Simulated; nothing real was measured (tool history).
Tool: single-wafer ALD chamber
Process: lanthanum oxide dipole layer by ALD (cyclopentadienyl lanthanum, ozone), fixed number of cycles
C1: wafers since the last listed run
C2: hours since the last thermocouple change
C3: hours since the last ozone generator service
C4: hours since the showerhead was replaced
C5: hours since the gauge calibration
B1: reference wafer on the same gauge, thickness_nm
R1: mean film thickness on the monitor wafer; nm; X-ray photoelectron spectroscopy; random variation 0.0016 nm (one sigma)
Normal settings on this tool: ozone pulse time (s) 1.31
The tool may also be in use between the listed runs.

Run 1, hour 0.0: usual settings but ozone pulse time (s) 1.45; C1 0; C2 426.9; C3 1284.5; C4 4519.1; C5 350.9; B1 0.487. Result: R1 0.500 nm.
Run 2, hour 93.1: usual settings; C1 1110; C2 520.0; C3 1377.6; C4 4612.2; C5 444.0; B1 0.487. Result: R1 0.488 nm.
Run 3, hour 146.6: usual settings; C1 638; C2 573.5; C3 1431.1; C4 4665.7; C5 497.5; B1 0.487. Result: R1 0.487 nm.
Run 4, hour 333.5: usual settings; C1 2230; C2 760.4; C3 1618.0; C4 4852.6; C5 684.4; B1 0.487. Result: R1 0.486 nm.
Run 5, hour 407.5: usual settings but ozone pulse time (s) 1.59; C1 882; C2 834.4; C3 1692.0; C4 4926.6; C5 758.4; B1 0.487. Result: R1 0.511 nm.
At hour 426.0: ozone generator serviced.
Run 6, hour 472.1: usual settings but ozone pulse time (s) 1.59; C1 675; C2 899.0; C3 46.1; C4 4991.2; C5 823.0; B1 0.487. Result: R1 0.515 nm.
Run 7, hour 533.5: usual settings but ozone pulse time (s) 1.59; C1 732; C2 960.4; C3 107.5; C4 5052.6; C5 884.4; B1 0.487. Result: R1 0.514 nm.
At hour 593.8: thermocouple changed; heater temperature recalibrated.
Run 8, hour 602.3: usual settings; C1 725; C2 8.5; C3 176.3; C4 5121.4; C5 953.2; B1 0.487. Result: R1 0.492 nm.
Run 9, hour 643.1: usual settings; C1 486; C2 49.3; C3 217.1; C4 5162.2; C5 994.0; B1 0.487. Result: R1 0.492 nm.
Run 10, hour 714.6: usual settings but ozone pulse time (s) 1.63; C1 853; C2 120.8; C3 288.6; C4 5233.7; C5 1065.5; B1 0.487. Result: R1 0.516 nm.
Run 11, hour 815.5: usual settings but ozone pulse time (s) 0.83; C1 1203; C2 221.7; C3 389.5; C4 5334.6; C5 1166.4; B1 0.487. Result: R1 0.406 nm.
At hour 848.0: showerhead replaced.
Run 12, hour 908.1: usual settings but ozone pulse time (s) 1.52; C1 1009; C2 314.3; C3 482.1; C4 60.1; C5 1259.0; B1 0.487. Result: R1 0.509 nm.
Run 13, hour 974.7: usual settings; C1 794; C2 380.9; C3 548.7; C4 126.7; C5 1325.6; B1 0.487. Result: R1 0.487 nm.
At hour 1011.5: gauge calibrated.
Run 14, hour 1072.9: usual settings; C1 1171; C2 479.1; C3 646.9; C4 224.9; C5 61.4; B1 0.487. Result: R1 0.488 nm.
Run 15, hour 1176.0: usual settings but ozone pulse time (s) 1.68; C1 1230; C2 582.2; C3 750.0; C4 328.0; C5 164.5; B1 0.487. Result: R1 0.514 nm.
Run 16, hour 1272.8: usual settings but ozone pulse time (s) 1.78; C1 1154; C2 679.0; C3 846.8; C4 424.8; C5 261.3; B1 0.487. Result: R1 0.519 nm.
Run 17, hour 1312.9: usual settings; C1 478; C2 719.1; C3 886.9; C4 464.9; C5 301.4; B1 0.487. Result: R1 0.487 nm.
Run 18, hour 1414.4: usual settings but ozone pulse time (s) 1.60; C1 1211; C2 820.6; C3 988.4; C4 566.4; C5 402.9; B1 0.487. Result: R1 0.511 nm.

Here are 5 independent what-if runs from the current tool condition. What would each one return?
Run A, hour 1414.8: usual settings; C1 4; C2 821.0; C3 988.8; C4 566.8; C5 403.3; B1 ?. Result: R1 ?.
Run B, hour 1414.8: usual settings but ozone pulse time (s) 1.61; C1 4; C2 821.0; C3 988.8; C4 566.8; C5 403.3; B1 ?. Result: R1 ?.
Run C, hour 1414.8: usual settings but ozone pulse time (s) 1.74; C1 4; C2 821.0; C3 988.8; C4 566.8; C5 403.3; B1 ?. Result: R1 ?.
Run D, hour 1414.8: usual settings but ozone pulse time (s) 1.04; C1 4; C2 821.0; C3 988.8; C4 566.8; C5 403.3; B1 ?. Result: R1 ?.
Run E, hour 1414.8: usual settings but ozone pulse time (s) 0.82; C1 4; C2 821.0; C3 988.8; C4 566.8; C5 403.3; B1 ?. Result: R1 ?.

run     B1     R1
  A  0.487  0.486
  B  0.487  0.509
  C  0.487  0.516
  D  0.487  0.448
  E  0.487  0.396
With the hidden condition removed and each run's random variation left untouched, the same runs would have given:
run     R1
  A  0.497
  B  0.517
  C  0.522
  D  0.463
  E  0.414
